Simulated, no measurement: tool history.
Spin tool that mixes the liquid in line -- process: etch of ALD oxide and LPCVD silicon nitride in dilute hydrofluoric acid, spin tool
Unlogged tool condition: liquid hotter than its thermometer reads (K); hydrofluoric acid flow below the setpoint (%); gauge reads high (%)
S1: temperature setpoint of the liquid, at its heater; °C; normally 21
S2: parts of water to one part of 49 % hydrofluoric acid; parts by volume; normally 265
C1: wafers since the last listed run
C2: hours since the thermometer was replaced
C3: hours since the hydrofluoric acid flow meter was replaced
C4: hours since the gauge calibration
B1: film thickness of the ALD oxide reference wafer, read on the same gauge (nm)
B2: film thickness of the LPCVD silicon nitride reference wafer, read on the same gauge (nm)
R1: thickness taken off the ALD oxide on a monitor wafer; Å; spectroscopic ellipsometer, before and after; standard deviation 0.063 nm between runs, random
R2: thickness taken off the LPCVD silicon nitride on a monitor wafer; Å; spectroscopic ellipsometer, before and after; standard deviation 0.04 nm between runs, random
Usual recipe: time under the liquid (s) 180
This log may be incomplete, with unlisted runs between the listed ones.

run 1 hour=0 | S1=21 S2=185 time_under_the_liquid_(s)=240 | C1=0 C2=181.3 C3=132.3 C4=766.8 | B1=130.01 B2=89.973 | R1=162.1 R2=5.15
run 2 hour=63 | S1=21 S2=185 time_under_the_liquid_(s)=240 | C1=427 C2=244.3 C3=195.3 C4=829.8 | B1=130.02 B2=89.993 | R1=164.6 R2=7.14
run 3 hour=116.8 | S1=23 S2=265 time_under_the_liquid_(s)=180 | C1=364 C2=298.1 C3=249.1 C4=883.6 | B1=129.99 B2=89.997 | R1=85.8 R2=4.5
run 4 hour=166.1 | S1=23 S2=265 time_under_the_liquid_(s)=180 | C1=334 C2=347.4 C3=298.4 C4=932.9 | B1=129.96 B2=90 | R1=86.8 R2=2.98
run 5 hour=230.8 | S1=21 S2=265 time_under_the_liquid_(s)=180 | C1=438 C2=412.1 C3=363.1 C4=997.6 | B1=129.99 B2=90.037 | R1=81.6 R2=4.15
run 6 hour=294.4 | S1=21 S2=265 time_under_the_liquid_(s)=180 | C1=431 C2=475.7 C3=426.7 C4=1061.2 | B1=130 B2=90.013 | R1=83.2 R2=4.14
run 7 hour=324.9 | S1=21 S2=265 time_under_the_liquid_(s)=180 | C1=206 C2=506.2 C3=457.2 C4=1091.7 | B1=130 B2=89.986 | R1=82.4 R2=4.3
run 8 hour=394.3 | S1=21 S2=265 time_under_the_liquid_(s)=180 | C1=470 C2=575.6 C3=526.6 C4=1161.1 | B1=130.03 B2=89.978 | R1=84.4 R2=3.66
-- hour=396.8 thermometer replaced
run 9 hour=512.2 | S1=21 S2=340 time_under_the_liquid_(s)=265 | C1=792 C2=115.4 C3=644.5 C4=1279 | B1=129.99 B2=89.997 | R1=83 R2=3.81
run 10 hour=551.4 | S1=17.5 S2=195 time_under_the_liquid_(s)=180 | C1=265 C2=154.6 C3=683.7 C4=1318.2 | B1=130.01 B2=89.982 | R1=99.8 R2=3.83
run 11 hour=611.4 | S1=21 S2=170 time_under_the_liquid_(s)=180 | C1=406 C2=214.6 C3=743.7 C4=1378.2 | B1=130 B2=89.992 | R1=134.9 R2=4.66
run 12 hour=670 | S1=17 S2=265 time_under_the_liquid_(s)=180 | C1=397 C2=273.2 C3=802.3 C4=1436.8 | B1=130.03 B2=89.982 | R1=68.8 R2=2.18
-- hour=679.5 gauge calibrated
run 13 hour=698.5 | S1=24.5 S2=265 time_under_the_liquid_(s)=180 | C1=193 C2=301.7 C3=830.8 C4=19 | B1=129.99 B2=90.001 | R1=90 R2=4.29
run 14 hour=754.6 | S1=21 S2=200 time_under_the_liquid_(s)=80 | C1=380 C2=357.8 C3=886.9 C4=75.1 | B1=129.98 B2=89.981 | R1=51.1 R2=1.8
run 15 hour=821.7 | S1=24.5 S2=180 time_under_the_liquid_(s)=180 | C1=454 C2=424.9 C3=954 C4=142.2 | B1=130.02 B2=89.996 | R1=149.5 R2=7.11
run 16 hour=867 | S1=17 S2=180 time_under_the_liquid_(s)=70 | C1=307 C2=470.2 C3=999.3 C4=187.5 | B1=130.01 B2=89.985 | R1=44 R2=1.51
run 17 hour=915.4 | S1=23.5 S2=265 time_under_the_liquid_(s)=70 | C1=328 C2=518.6 C3=1047.7 C4=235.9 | B1=130.01 B2=90.042 | R1=35.1 R2=1.12
run 18 hour=966.3 | S1=21 S2=135 time_under_the_liquid_(s)=245 | C1=345 C2=569.5 C3=1098.6 C4=286.8 | B1=130 B2=89.996 | R1=254 R2=9.81
-- hour=1041.1 thermometer replaced
-- hour=1084.7 hydrofluoric acid flow meter replaced
run 19 hour=1162.6 | S1=21 S2=265 time_under_the_liquid_(s)=180 | C1=1317 C2=121.5 C3=77.9 C4=483.1 | B1=129.99 B2=90.02 | R1=79 R2=3.05
run 20 hour=1221.1 | S1=21 S2=265 time_under_the_liquid_(s)=180 | C1=396 C2=180 C3=136.4 C4=541.6 | B1=130.03 B2=90.012 | R1=78.9 R2=3.27
run 21 hour=1278.7 | S1=21 S2=265 time_under_the_liquid_(s)=180 | C1=390 C2=237.6 C3=194 C4=599.2 | B1=129.99 B2=89.986 | R1=81.2 R2=4.05
run 22 hour=1340.4 | S1=21 S2=200 time_under_the_liquid_(s)=125 | C1=418 C2=299.3 C3=255.7 C4=660.9 | B1=130.04 B2=89.985 | R1=79 R2=3.58
run 23 hour=1370.2 | S1=21 S2=265 time_under_the_liquid_(s)=75 | C1=202 C2=329.1 C3=285.5 C4=690.7 | B1=129.98 B2=90.032 | R1=34.3 R2=1.6
run 24 hour=1428.6 | S1=18 S2=265 time_under_the_liquid_(s)=90 | C1=395 C2=387.5 C3=343.9 C4=749.1 | B1=130 B2=90.005 | R1=36.4 R2=1.68
run 25 hour=1484.4 | S1=21 S2=380 time_under_the_liquid_(s)=180 | C1=378 C2=443.3 C3=399.7 C4=804.9 | B1=130.04 B2=90.047 | R1=52.3 R2=2.53
run 26 hour=1511.5 | S1=24.5 S2=265 time_under_the_liquid_(s)=120 | C1=183 C2=470.4 C3=426.8 C4=832 | B1=129.98 B2=89.967 | R1=62.7 R2=2.58

4 ways to go on from here, each from the tool as it stands after run 26. What would each give?
run A hour=1512 | S1=21 S2=265 time_under_the_liquid_(s)=180 | C1=3 C2=470.9 C3=427.3 C4=832.5 | B1=? B2=? | R1=? R2=?
run B hour=1512 | S1=22.5 S2=395 time_under_the_liquid_(s)=275 | C1=3 C2=470.9 C3=427.3 C4=832.5 | B1=? B2=? | R1=? R2=?
run C hour=1512 | S1=21 S2=390 time_under_the_liquid_(s)=180 | C1=3 C2=470.9 C3=427.3 C4=832.5 | B1=? B2=? | R1=? R2=?
run D hour=1512 | S1=17 S2=230 time_under_the_liquid_(s)=240 | C1=3 C2=470.9 C3=427.3 C4=832.5 | B1=? B2=? | R1=? R2=?

run=A B1=129.98 B2=89.992 R1=81.2 R2=3.19
run=B B1=129.98 B2=89.992 R1=77.5 R2=3.59
run=C B1=129.98 B2=89.992 R1=49.1 R2=2.18
run=D B1=129.98 B2=89.992 R1=111.2 R2=3.78
With the hidden condition removed and each run's random variation left untouched, the same runs would have given:
run=A R1=75.5 R2=2.81
run=B R1=72.5 R2=3.19
run=C R1=45.9 R2=1.93
run=D R1=102.9 R2=3.31

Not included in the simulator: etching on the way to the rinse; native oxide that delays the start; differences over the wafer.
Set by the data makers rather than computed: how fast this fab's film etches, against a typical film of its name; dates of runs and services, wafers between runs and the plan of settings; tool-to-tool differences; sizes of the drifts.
